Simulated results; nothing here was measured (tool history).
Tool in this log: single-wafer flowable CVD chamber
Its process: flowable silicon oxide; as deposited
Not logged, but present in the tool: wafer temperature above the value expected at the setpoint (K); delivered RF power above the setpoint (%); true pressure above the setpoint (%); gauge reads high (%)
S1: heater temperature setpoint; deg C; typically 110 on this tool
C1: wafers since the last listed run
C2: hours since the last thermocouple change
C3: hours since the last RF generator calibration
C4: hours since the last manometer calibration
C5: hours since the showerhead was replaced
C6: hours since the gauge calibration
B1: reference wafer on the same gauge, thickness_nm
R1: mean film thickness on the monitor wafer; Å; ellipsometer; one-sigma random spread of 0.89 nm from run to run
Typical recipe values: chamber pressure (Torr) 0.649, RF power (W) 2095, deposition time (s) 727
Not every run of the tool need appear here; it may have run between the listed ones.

Run 1, hour 0: usual settings but deposition time (s) 777; C1 0; C2 1480.1; C3 2132.6; C4 1808.6; C5 5440.5; C6 294.2; B1 272.334. Result: R1 2207.63 Å.
At hour 12.8: RF generator calibrated.
At hour 15.3: capacitance manometer re-zeroed and calibrated.
Run 2, hour 15.8: usual settings but deposition time (s) 831; C1 9; C2 1495.9; C3 3; C4 0.5; C5 5456.3; C6 310; B1 271.769. Result: R1 2354.2 Å.
Run 3, hour 20.6: usual settings but deposition time (s) 831; C1 8; C2 1500.7; C3 7.8; C4 5.3; C5 5461.1; C6 314.8; B1 271.709. Result: R1 2378.34 Å.
At hour 38.4: thermocouple changed; heater temperature recalibrated.
Run 4, hour 38.9: usual settings but deposition time (s) 831; C1 18; C2 0.5; C3 26.1; C4 23.6; C5 5479.4; C6 333.1; B1 272.041. Result: R1 2106.58 Å.
Run 5, hour 47.7: usual settings but chamber pressure (Torr) 0.689; C1 15; C2 9.3; C3 34.9; C4 32.4; C5 5488.2; C6 341.9; B1 272.311. Result: R1 1977.44 Å.
At hour 57.5: showerhead replaced.
Run 6, hour 60.2: usual settings but chamber pressure (Torr) 0.689; C1 7; C2 21.8; C3 47.4; C4 44.9; C5 2.7; C6 354.4; B1 271.74. Result: R1 1953.06 Å.
At hour 64.7: gauge calibrated.
Run 7, hour 68.4: usual settings but chamber pressure (Torr) 0.689; C1 14; C2 30; C3 55.6; C4 53.1; C5 10.9; C6 3.7; B1 272.423. Result: R1 1960.03 Å.
At hour 97.9: thermocouple changed; heater temperature recalibrated, repeated, since the last time left the tool worse.
Run 8, hour 98.4: usual settings but chamber pressure (Torr) 0.602; C1 38; C2 0.5; C3 85.6; C4 83.1; C5 40.9; C6 33.7; B1 271.833. Result: R1 2113.22 Å.
Run 9, hour 109: usual settings but S1 97 deg C, chamber pressure (Torr) 0.792; C1 18; C2 11.1; C3 96.2; C4 93.7; C5 51.5; C6 44.3; B1 272.069. Result: R1 4096.14 Å.
Run 10, hour 118.4: usual settings but chamber pressure (Torr) 0.533; C1 16; C2 20.5; C3 105.6; C4 103.1; C5 60.9; C6 53.7; B1 272.103. Result: R1 1872.66 Å.
Run 11, hour 126.1: usual settings but S1 119 deg C, chamber pressure (Torr) 0.75, deposition time (s) 679; C1 13; C2 28.2; C3 113.3; C4 110.8; C5 68.6; C6 61.4; B1 271.759. Result: R1 1942.63 Å.
Run 12, hour 154.7: usual settings but S1 119 deg C, chamber pressure (Torr) 0.518, RF power (W) 1975, deposition time (s) 807; C1 50; C2 56.8; C3 141.9; C4 139.4; C5 97.2; C6 90; B1 271.964. Result: R1 1582.61 Å.
Run 13, hour 166.1: usual settings but deposition time (s) 624; C1 20; C2 68.2; C3 153.3; C4 150.8; C5 108.6; C6 101.4; B1 272.035. Result: R1 1971.45 Å.
Run 14, hour 174.8: usual settings but S1 96 deg C, chamber pressure (Torr) 0.516, RF power (W) 2350, deposition time (s) 837; C1 15; C2 76.9; C3 162; C4 159.5; C5 117.3; C6 110.1; B1 271.967. Result: R1 3225.37 Å.
Run 15, hour 184.6: usual settings but deposition time (s) 783; C1 17; C2 86.7; C3 171.8; C4 169.3; C5 127.1; C6 119.9; B1 272.073. Result: R1 2461.66 Å.
Run 16, hour 198.1: usual settings; C1 23; C2 100.2; C3 185.3; C4 182.8; C5 140.6; C6 133.4; B1 272.272. Result: R1 2296.32 Å.
Run 17, hour 204.4: usual settings; C1 11; C2 106.5; C3 191.6; C4 189.1; C5 146.9; C6 139.7; B1 272.073. Result: R1 2268.86 Å.
Run 18, hour 217.9: usual settings but S1 122 deg C, chamber pressure (Torr) 0.807, RF power (W) 1950, deposition time (s) 865; C1 23; C2 120; C3 205.1; C4 202.6; C5 160.4; C6 153.2; B1 271.693. Result: R1 2420.09 Å.
Run 19, hour 233.2: usual settings; C1 26; C2 135.3; C3 220.4; C4 217.9; C5 175.7; C6 168.5; B1 272.715. Result: R1 2280.51 Å.
Run 20, hour 245.4: usual settings but RF power (W) 1945, deposition time (s) 787; C1 21; C2 147.5; C3 232.6; C4 230.1; C5 187.9; C6 180.7; B1 272.572. Result: R1 2452.61 Å.
Run 21, hour 256.6: usual settings; C1 19; C2 158.7; C3 243.8; C4 241.3; C5 199.1; C6 191.9; B1 271.512. Result: R1 2289.5 Å.
Run 22, hour 265.2: usual settings but S1 96 deg C, chamber pressure (Torr) 0.516, RF power (W) 2350, deposition time (s) 837; C1 15; C2 167.3; C3 252.4; C4 249.9; C5 207.7; C6 200.5; B1 271.991. Result: R1 3209.54 Å.
Run 23, hour 273.3: usual settings but chamber pressure (Torr) 0.586, RF power (W) 2370; C1 14; C2 175.4; C3 260.5; C4 258; C5 215.8; C6 208.6; B1 271.761. Result: R1 2102.5 Å.
Run 24, hour 288.5: usual settings but S1 119 deg C, deposition time (s) 858; C1 26; C2 190.6; C3 275.7; C4 273.2; C5 231; C6 223.8; B1 271.888. Result: R1 2104.62 Å.
Run 25, hour 298.1: usual settings but S1 122 deg C, chamber pressure (Torr) 0.807, RF power (W) 1950, deposition time (s) 865; C1 16; C2 200.2; C3 285.3; C4 282.8; C5 240.6; C6 233.4; B1 271.937. Result: R1 2421.46 Å.
Run 26, hour 315.6: usual settings but S1 106 deg C, chamber pressure (Torr) 0.726; C1 30; C2 217.7; C3 302.8; C4 300.3; C5 258.1; C6 250.9; B1 271.93. Result: R1 2864.11 Å.
Run 27, hour 330.4: usual settings but chamber pressure (Torr) 0.749, deposition time (s) 829; C1 26; C2 232.5; C3 317.6; C4 315.1; C5 272.9; C6 265.7; B1 272.617. Result: R1 3017.73 Å.

The tool's hidden state at each run:
delivered RF power above the setpoint (%): 0 at every run
true pressure above the setpoint (%): 0 at every run
gauge reads high (%): 0 at every run
H1: wafer temperature above the value expected at the setpoint (K)
run        H1
  1      3.58
  2      3.65
  3      3.67
  4      7.79
  5      7.79
  6       7.8
  7       7.8
  8   -0.0228
  9   -0.0226
 10   -0.0221
 11   -0.0216
 12   -0.0179
 13   -0.0158
 14   -0.0139
 15   -0.0114
 16  -0.00764
 17  -0.00568
 18  -0.00107
 19   0.00481
 20      0.01
 21    0.0152
 22    0.0194
 23    0.0236
 24     0.032
 25    0.0376
 26    0.0486
 27    0.0587

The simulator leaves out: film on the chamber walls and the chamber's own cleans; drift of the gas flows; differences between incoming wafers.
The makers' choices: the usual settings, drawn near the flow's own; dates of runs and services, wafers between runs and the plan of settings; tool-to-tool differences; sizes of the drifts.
